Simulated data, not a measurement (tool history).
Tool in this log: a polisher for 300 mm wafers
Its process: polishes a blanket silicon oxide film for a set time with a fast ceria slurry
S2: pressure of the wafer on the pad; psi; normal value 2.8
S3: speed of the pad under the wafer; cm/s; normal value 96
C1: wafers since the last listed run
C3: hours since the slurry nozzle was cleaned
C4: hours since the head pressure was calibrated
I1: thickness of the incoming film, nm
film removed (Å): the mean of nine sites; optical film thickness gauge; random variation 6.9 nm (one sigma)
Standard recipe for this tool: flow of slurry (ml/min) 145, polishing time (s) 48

Run 1, day 0: usual settings; C1 0; wafers polished on this pad 729; C3 516.3; C4 254.7; I1 2063.4. Result: film removed (Å) 6160.
Run 2, day 0.762: usual settings; C1 167; wafers polished on this pad 897; C3 534.6; C4 273; I1 2044.9. Result: film removed (Å) 6167.
Run 3, day 1.825: usual settings; C1 234; wafers polished on this pad 1131; C3 560.1; C4 298.5; I1 2056.1. Result: film removed (Å) 6159.
At day 2.338: worn pad replaced by a new one.
Run 4, day 5.012: usual settings; C1 665; wafers polished on this pad 589; C3 636.6; C4 375; I1 2019.8. Result: film removed (Å) 6189.
Run 5, day 6.221: usual settings; C1 266; wafers polished on this pad 855; C3 665.6; C4 404; I1 2088.7. Result: film removed (Å) 6036.
Run 6, day 7.117: usual settings; C1 197; wafers polished on this pad 1052; C3 687.1; C4 425.5; I1 2039.3. Result: film removed (Å) 6063.
Run 7, day 7.929: usual settings; C1 178; wafers polished on this pad 1231; C3 706.6; C4 445; I1 2080.4. Result: film removed (Å) 6009.
Run 8, day 8.688: usual settings but polishing time (s) 41; C1 167; wafers polished on this pad 1398; C3 724.8; C4 463.2; I1 2067.8. Result: film removed (Å) 5189.
At day 9.196: worn pad replaced by a new one.
At day 9.858: head pressure recalibrated.
Run 9, day 10.129: usual settings but polishing time (s) 41; C1 262; wafers polished on this pad 187; C3 759.4; C4 6.5; I1 2088.1. Result: film removed (Å) 4704.
Run 10, day 10.967: usual settings but polishing time (s) 41; C1 184; wafers polished on this pad 371; C3 779.5; C4 26.6; I1 2061.4. Result: film removed (Å) 4691.
Run 11, day 12.075: usual settings; C1 244; wafers polished on this pad 615; C3 806.1; C4 53.2; I1 2067. Result: film removed (Å) 5683.
Run 12, day 13.496: usual settings but S2 3 psi; C1 312; wafers polished on this pad 928; C3 840.2; C4 87.3; I1 2066.2. Result: film removed (Å) 5995.
At day 13.592: head pressure recalibrated, repeated, since the last time left the tool worse.
At day 14.696: worn pad replaced by a new one.
At day 14.792: slurry nozzle cleaned.
Run 13, day 15.758: usual settings but S2 3 psi; C1 434; wafers polished on this pad 224; C3 23.2; C4 52; I1 2026.4. Result: film removed (Å) 6656.

For run 14, what comes out?
Run 14, day 17.15: usual settings but flow of slurry (ml/min) 190, S3 124 cm/s, polishing time (s) 38; C1 306; wafers polished on this pad 531; C3 56.6; C4 85.4; I1 2034.6. Result: film removed (Å) ?.

Run 14 yielded film removed (Å) 6399.
If the tool had no hidden condition, the same run with the same run-to-run variation would have returned film removed (Å) 6489.
